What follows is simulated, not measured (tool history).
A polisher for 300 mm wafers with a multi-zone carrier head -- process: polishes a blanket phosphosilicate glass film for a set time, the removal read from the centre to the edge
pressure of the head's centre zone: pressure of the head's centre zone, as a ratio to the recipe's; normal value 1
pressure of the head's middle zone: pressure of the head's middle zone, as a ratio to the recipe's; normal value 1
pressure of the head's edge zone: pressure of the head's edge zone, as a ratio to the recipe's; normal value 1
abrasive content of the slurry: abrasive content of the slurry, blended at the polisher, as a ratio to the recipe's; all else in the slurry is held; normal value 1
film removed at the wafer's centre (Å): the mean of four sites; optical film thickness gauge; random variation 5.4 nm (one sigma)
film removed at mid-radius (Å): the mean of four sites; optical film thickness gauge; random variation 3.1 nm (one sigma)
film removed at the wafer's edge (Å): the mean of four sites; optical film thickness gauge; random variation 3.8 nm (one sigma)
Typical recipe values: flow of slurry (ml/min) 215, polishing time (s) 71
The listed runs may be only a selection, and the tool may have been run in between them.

| run | hour | flow of slurry (ml/min) | pressure of the head's centre zone | pressure of the head's middle zone | pressure of the head's edge zone | abrasive content of the slurry | polishing time (s) | wafers since the last listed run | wafers polished on this pad | hours since the slurry nozzle was cleaned | hours since the centre zone pressure was calibrated | hours since the edge zone pressure was calibrated | hours since the carrier head's membrane was replaced | incoming thickness of the incoming film, nm | film removed at the wafer's centre (Å) | film removed at mid-radius (Å) | film removed at the wafer's edge (Å) |
|---|---|---|---|---|---|---|---|---|---|---|---|---|---|---|---|---|---|
| 1 | 0 | 215 | 1 | 1 | 1 | 1 | 71 | 0 | 563 | 208.3 | 849.3 | 975 | 574.9 | 1984.9 | 3651 | 3563 | 3512 |
|  | 14.4 | worn pad replaced by a new one |
| 2 | 14.9 | 215 | 1 | 1 | 1 | 1 | 58 | 142 | 6 | 223.2 | 864.2 | 989.9 | 589.8 | 1952.6 | 3076 | 3002 | 2982 |
| 3 | 21.3 | 215 | 1 | 1 | 1 | 1 | 58 | 83 | 89 | 229.6 | 870.6 | 996.3 | 596.2 | 1977.9 | 3111 | 3014 | 2971 |
| 4 | 29.2 | 215 | 1 | 1 | 1 | 1 | 58 | 102 | 192 | 237.5 | 878.5 | 1004.2 | 604.1 | 1969.7 | 3057 | 3033 | 2919 |
| 5 | 36.3 | 215 | 1 | 1 | 1 | 1 | 71 | 92 | 284 | 244.6 | 885.6 | 1011.3 | 611.2 | 1967.2 | 3738 | 3670 | 3542 |
| 6 | 45.7 | 215 | 1 | 1 | 1 | 1 | 71 | 122 | 407 | 254 | 895 | 1020.7 | 620.6 | 1967.9 | 3654 | 3654 | 3480 |
| 7 | 61.5 | 215 | 1 | 1 | 1 | 1 | 71 | 205 | 613 | 269.8 | 910.8 | 1036.5 | 636.4 | 1934.8 | 3619 | 3567 | 3463 |
|  | 70.4 | worn pad replaced by a new one |
| 8 | 70.9 | 215 | 1 | 0.97 | 1 | 1 | 71 | 70 | 6 | 279.2 | 920.2 | 1045.9 | 645.8 | 1989.6 | 3764 | 3548 | 3564 |
| 9 | 82.4 | 215 | 1 | 0.97 | 1 | 1 | 71 | 149 | 156 | 290.7 | 931.7 | 1057.4 | 657.3 | 1959.8 | 3768 | 3582 | 3661 |
| 10 | 89.3 | 215 | 0.94 | 0.91 | 1 | 1.25 | 71 | 89 | 246 | 297.6 | 938.6 | 1064.3 | 664.2 | 1952 | 3949 | 3714 | 3940 |
| 11 | 104.1 | 215 | 1 | 1.11 | 1 | 1 | 55 | 192 | 439 | 312.4 | 953.4 | 1079.1 | 679 | 1978.2 | 2873 | 3047 | 2699 |
| 12 | 117.6 | 175 | 1 | 1 | 1.1 | 1 | 71 | 175 | 615 | 325.9 | 966.9 | 1092.6 | 692.5 | 1988.2 | 3529 | 3555 | 3608 |

Expected results for the next run?
|  | 122.8 | edge zone pressure recalibrated |
|  | 131.6 | worn pad replaced by a new one |
| 13 | 133.6 | 215 | 1 | 1.03 | 1 | 1 | 57 | 130 | 26 | 341.9 | 982.9 | 10.8 | 708.5 | 1977.6 | ? | ? | ? |

film removed at the wafer's centre (Å): 2879
film removed at mid-radius (Å): 2980
film removed at the wafer's edge (Å): 2831
Minus the tool's unlogged condition, the same run would have read film removed at the wafer's centre (Å) 2908, film removed at mid-radius (Å) 3009, film removed at the wafer's edge (Å) 2859.
